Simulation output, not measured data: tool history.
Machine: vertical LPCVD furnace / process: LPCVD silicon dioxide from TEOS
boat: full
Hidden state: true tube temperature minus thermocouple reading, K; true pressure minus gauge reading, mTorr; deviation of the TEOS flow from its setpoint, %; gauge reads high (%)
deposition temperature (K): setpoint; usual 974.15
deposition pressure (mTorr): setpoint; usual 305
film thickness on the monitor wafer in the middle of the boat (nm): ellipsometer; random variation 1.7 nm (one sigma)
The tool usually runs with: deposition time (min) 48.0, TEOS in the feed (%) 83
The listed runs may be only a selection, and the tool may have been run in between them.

| run | day | deposition temperature (K) | deposition pressure (mTorr) | deposition time (min) | TEOS in the feed (%) | wafers since the last listed run | hours since the last temperature calibration | hours since the pressure gauge was zeroed | hours since the TEOS flow controller was replaced | hours since the gauge calibration | read-back reference wafer on the same gauge, thickness | film thickness on the monitor wafer in the middle of the boat (nm) |
|---|---|---|---|---|---|---|---|---|---|---|---|---|
| 1 | 0.000 | 974.15 | 305 | 48.0 | 83 | 0 | 4653.8 | 1373.3 | 5538.3 | 862.2 | 312.72 | 382.50 |
| 2 | 0.546 | 974.15 | 305 | 48.0 | 83 | 145 | 4666.9 | 1386.4 | 5551.4 | 875.3 | 313.05 | 382.41 |
| 3 | 1.162 | 974.15 | 305 | 48.0 | 83 | 163 | 4681.7 | 1401.2 | 5566.2 | 890.1 | 312.94 | 384.49 |
| 4 | 2.317 | 974.15 | 305 | 48.0 | 83 | 306 | 4709.4 | 1428.9 | 5593.9 | 917.8 | 313.22 | 381.00 |
| 5 | 3.033 | 974.15 | 305 | 48.0 | 83 | 190 | 4726.6 | 1446.1 | 5611.1 | 935.0 | 313.03 | 385.04 |
| 6 | 4.025 | 974.15 | 305 | 48.0 | 83 | 263 | 4750.4 | 1469.9 | 5634.9 | 958.8 | 313.05 | 380.14 |
|  | 6.062 | pressure gauge zeroed |
| 7 | 6.083 | 974.15 | 305 | 48.0 | 83 | 281 | 4799.8 | 0.5 | 5684.3 | 1008.2 | 313.17 | 389.24 |
| 8 | 6.296 | 974.15 | 305 | 48.0 | 83 | 56 | 4804.9 | 5.6 | 5689.4 | 1013.3 | 312.76 | 391.09 |
|  | 6.479 | gauge calibrated |
|  | 7.438 | thermocouples replaced and temperature profile calibrated |
| 9 | 7.458 | 974.15 | 305 | 48.0 | 78 | 43 | 0.5 | 33.5 | 5717.3 | 23.5 | 312.70 | 377.60 |
| 10 | 9.588 | 969.15 | 305 | 64.0 | 83 | 565 | 51.6 | 84.6 | 5768.4 | 74.6 | 313.04 | 457.98 |
| 11 | 11.046 | 974.15 | 305 | 48.0 | 90 | 387 | 86.6 | 119.6 | 5803.4 | 109.6 | 312.59 | 402.19 |
| 12 | 11.667 | 981.15 | 305 | 48.0 | 76 | 164 | 101.5 | 134.5 | 5818.3 | 124.5 | 313.28 | 436.25 |
| 13 | 12.779 | 974.15 | 340 | 48.0 | 83 | 295 | 128.2 | 161.2 | 5845.0 | 151.2 | 313.43 | 410.16 |
| 14 | 13.542 | 967.15 | 305 | 34.0 | 83 | 202 | 146.5 | 179.5 | 5863.3 | 169.5 | 313.18 | 233.31 |
| 15 | 14.779 | 974.15 | 305 | 59.0 | 83 | 328 | 176.2 | 209.2 | 5893.0 | 199.2 | 313.01 | 476.92 |
| 16 | 15.762 | 967.15 | 305 | 54.5 | 83 | 261 | 199.8 | 232.8 | 5916.6 | 222.8 | 313.06 | 369.29 |
| 17 | 16.308 | 968.15 | 305 | 48.0 | 83 | 145 | 212.9 | 245.9 | 5929.7 | 235.9 | 312.97 | 335.70 |
| 18 | 17.267 | 984.15 | 330 | 64.5 | 69 | 254 | 235.9 | 268.9 | 5952.7 | 258.9 | 313.11 | 620.33 |
| 19 | 18.088 | 969.15 | 305 | 39.0 | 83 | 218 | 255.6 | 288.6 | 5972.4 | 278.6 | 312.89 | 276.79 |
| 20 | 19.188 | 974.15 | 305 | 65.5 | 83 | 292 | 282.0 | 315.0 | 5998.8 | 305.0 | 313.19 | 527.51 |
| 21 | 20.000 | 983.15 | 235 | 32.0 | 94 | 215 | 301.5 | 334.5 | 6018.3 | 324.5 | 313.40 | 293.86 |
|  | 21.908 | TEOS flow controller replaced |
| 22 | 21.929 | 964.15 | 365 | 61.0 | 91 | 246 | 347.8 | 380.8 | 0.5 | 370.8 | 312.76 | 443.04 |
| 23 | 22.254 | 974.15 | 265 | 48.0 | 83 | 86 | 355.6 | 388.6 | 8.3 | 378.6 | 312.60 | 356.93 |
| 24 | 23.488 | 982.15 | 305 | 48.0 | 83 | 327 | 385.2 | 418.2 | 37.9 | 408.2 | 313.03 | 462.10 |
| 25 | 24.442 | 977.15 | 255 | 55.0 | 97 | 253 | 408.1 | 441.1 | 60.8 | 431.1 | 312.73 | 464.76 |
| 26 | 25.300 | 974.15 | 305 | 48.0 | 83 | 228 | 428.7 | 461.7 | 81.4 | 451.7 | 313.17 | 384.95 |
| 27 | 26.450 | 974.15 | 305 | 66.0 | 83 | 305 | 456.3 | 489.3 | 109.0 | 479.3 | 312.99 | 533.47 |
| 28 | 27.754 | 974.15 | 305 | 48.0 | 83 | 346 | 487.6 | 520.6 | 140.3 | 510.6 | 313.09 | 384.44 |
| 29 | 28.283 | 974.15 | 305 | 48.0 | 83 | 140 | 500.3 | 533.3 | 153.0 | 523.3 | 313.00 | 383.69 |
| 30 | 29.267 | 974.15 | 305 | 48.0 | 83 | 261 | 523.9 | 556.9 | 176.6 | 546.9 | 313.25 | 382.80 |
| 31 | 30.546 | 974.15 | 305 | 48.0 | 83 | 339 | 554.6 | 587.6 | 207.3 | 577.6 | 313.17 | 382.74 |
| 32 | 31.067 | 985.15 | 305 | 48.0 | 73 | 138 | 567.1 | 600.1 | 219.8 | 590.1 | 313.00 | 461.29 |

3 ways to go on from here, each from the tool as it stands after run 32. What would each give?
| A | 31.283 | 974.15 | 305 | 48.0 | 89 | 57 | 572.3 | 605.3 | 225.0 | 595.3 | ? | ? |
| B | 31.283 | 974.15 | 230 | 48.0 | 83 | 57 | 572.3 | 605.3 | 225.0 | 595.3 | ? | ? |
| C | 31.283 | 974.15 | 305 | 61.0 | 83 | 57 | 572.3 | 605.3 | 225.0 | 595.3 | ? | ? |

| run | read-back reference wafer on the same gauge, thickness | film thickness on the monitor wafer in the middle of the boat (nm) |
|---|---|---|
| A | 312.89 | 396.60 |
| B | 312.89 | 330.76 |
| C | 312.89 | 486.73 |
Stripped of hidden state, with their random variation kept, the same runs would have yielded:
| run | film thickness on the monitor wafer in the middle of the boat (nm) |
|---|---|
| A | 403.25 |
| B | 338.16 |
| C | 494.88 |
